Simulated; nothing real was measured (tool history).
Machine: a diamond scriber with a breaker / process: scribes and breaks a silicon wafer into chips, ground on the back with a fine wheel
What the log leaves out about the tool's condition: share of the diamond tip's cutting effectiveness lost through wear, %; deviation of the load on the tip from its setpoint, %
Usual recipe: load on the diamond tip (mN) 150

run    hour  load on the diamond tip (mN)  wafers since the last listed run  hours since the diamond tip was replaced  hours since the load on the tip was calibrated  incoming depth of the damage left on the back of the incoming wafer, um  depth of the median crack under the scribed line (nm)  chips rejected at inspection after the break (%)
  1     0.0                           181                                 0                                     330.3                                           184.2                                                                     2.40                                                   9230                                              3.10
  2    87.6                           181                               153                                     417.9                                           271.8                                                                     2.29                                                   9160                                              2.84
  3   129.3                           169                                73                                     459.6                                           313.5                                                                     2.52                                                   8720                                              3.14
  4   167.8                           150                                67                                     498.1                                           352.0                                                                     2.92                                                   8520                                              7.15
      181.5  -- diamond tip replaced by a new one
  5   251.6                           150                               143                                      70.1                                           435.8                                                                     2.93                                                   8480                                              6.56
  6   349.9                           150                               172                                     168.4                                           534.1                                                                     1.92                                                   8560                                              3.70
  7   431.1                           150                               142                                     249.6                                           615.3                                                                     2.78                                                   8480                                              6.09
      445.4  -- load on the tip recalibrated
  8   749.6                           150                               554                                     568.1                                           304.2                                                                     2.61                                                   8510                                              4.49
      757.6  -- diamond tip replaced by a new one
  9   838.9                           150                               153                                      81.3                                           393.5                                                                     2.65                                                   8530                                              5.09
 10   940.8                           150                               178                                     183.2                                           495.4                                                                     2.02                                                   8200                                              3.65
      973.1  -- load on the tip recalibrated
 11   986.0                           116                                75                                     228.4                                            12.9                                                                     2.04                                                   7910                                              5.23
 12  1085.5                           162                               174                                     327.9                                           112.4                                                                     1.61                                                   8840                                              2.00
 13  1183.3                           162                               171                                     425.7                                           210.2                                                                     2.99                                                   8820                                              4.78
 14  1256.4                           162                               128                                     498.8                                           283.3                                                                     2.66                                                   8510                                              4.29
 15  1304.7                           150                                84                                     547.1                                           331.6                                                                     2.32                                                   8280                                              4.52
 16  1409.0                           150                               182                                     651.4                                           435.9                                                                     2.44                                                   8360                                              4.89
     1422.1  -- diamond tip replaced by a new one
 17  1502.6                           150                               160                                      80.5                                           529.5                                                                     2.22                                                   8230                                              4.60
     1507.6  -- load on the tip recalibrated
 18  1575.3                           129                               123                                     153.2                                            67.7                                                                     2.03                                                   8310                                              5.02
 19  1662.4                           179                               152                                     240.3                                           154.8                                                                     2.18                                                   9190                                              2.97
 20  1756.9                           127                               165                                     334.8                                           249.3                                                                     2.57                                                   7790                                              8.73
 21  1801.1                           110                                77                                     379.0                                           293.5                                                                     1.65                                                   7440                                             11.57
 22  1891.5                           132                               158                                     469.4                                           383.9                                                                     1.93                                                   7970                                              6.39
 23  1958.6                           150                               117                                     536.5                                           451.0                                                                     2.47                                                   8380                                              5.28
 24  2003.1                           178                                78                                     581.0                                           495.5                                                                     1.86                                                   9120                                              2.23
     2058.4  -- diamond tip replaced by a new one
 25  2062.5                           150                               100                                       4.1                                           554.9                                                                     3.00                                                   8080                                              7.19
     2072.2  -- load on the tip recalibrated
 26  2168.7                           150                               182                                     110.3                                            96.5                                                                     1.55                                                   8860                                              2.10
 27  2254.2                           185                               149                                     195.8                                           182.0                                                                     1.86                                                   9550                                              2.96
 28  2309.7                           108                                97                                     251.3                                           237.5                                                                     2.45                                                   7500                                             12.80
 29  2406.2                           150                               169                                     347.8                                           334.0                                                                     3.00                                                   8440                                              5.84
 30  2484.0                           134                               136                                     425.6                                           411.8                                                                     2.96                                                   7990                                              9.58
 31  2569.1                           150                               149                                     510.7                                           496.9                                                                     1.69                                                   8300                                              3.00
     2617.0  -- diamond tip replaced by a new one
 32  2661.4                           173                               158                                      44.4                                           589.2                                                                     1.89                                                   8950                                              2.34
     2689.6  -- load on the tip recalibrated
 33  2761.4                           150                               171                                     144.4                                            71.8                                                                     2.73                                                   8910                                              4.28
 34  2854.7                           169                               163                                     237.7                                           165.1                                                                     1.59                                                   8860                                              1.94
 35  2934.8                           121                               140                                     317.8                                           245.2                                                                     1.85                                                   7850                                              6.48

5 ways to go on from here, each from the tool as it stands after run 35. What would each give?
  A  2935.5                           150                                 1                                     318.5                                           245.9                                                                     2.55                                                      ?                                                 ?
  B  2935.5                           174                                 1                                     318.5                                           245.9                                                                     2.55                                                      ?                                                 ?
  C  2935.5                           163                                 1                                     318.5                                           245.9                                                                     2.55                                                      ?                                                 ?
  D  2935.5                           118                                 1                                     318.5                                           245.9                                                                     2.55                                                      ?                                                 ?
  E  2935.5                           194                                 1                                     318.5                                           245.9                                                                     2.55                                                      ?                                                 ?

run  depth of the median crack under the scribed line (nm)  chips rejected at inspection after the break (%)
  A                                                   8440                                              4.64
  B                                                   9060                                              3.81
  C                                                   8780                                              3.87
  D                                                   7580                                             10.58
  E                                                   9560                                              4.84
Without the tool's unlogged condition, the same runs would have read:
run  depth of the median crack under the scribed line (nm)  chips rejected at inspection after the break (%)
  A                                                   8840                                              3.81
  B                                                   9480                                              4.59
  C                                                   9190                                              3.94
  D                                                   7940                                              7.40
  E                                                  10010                                              6.82

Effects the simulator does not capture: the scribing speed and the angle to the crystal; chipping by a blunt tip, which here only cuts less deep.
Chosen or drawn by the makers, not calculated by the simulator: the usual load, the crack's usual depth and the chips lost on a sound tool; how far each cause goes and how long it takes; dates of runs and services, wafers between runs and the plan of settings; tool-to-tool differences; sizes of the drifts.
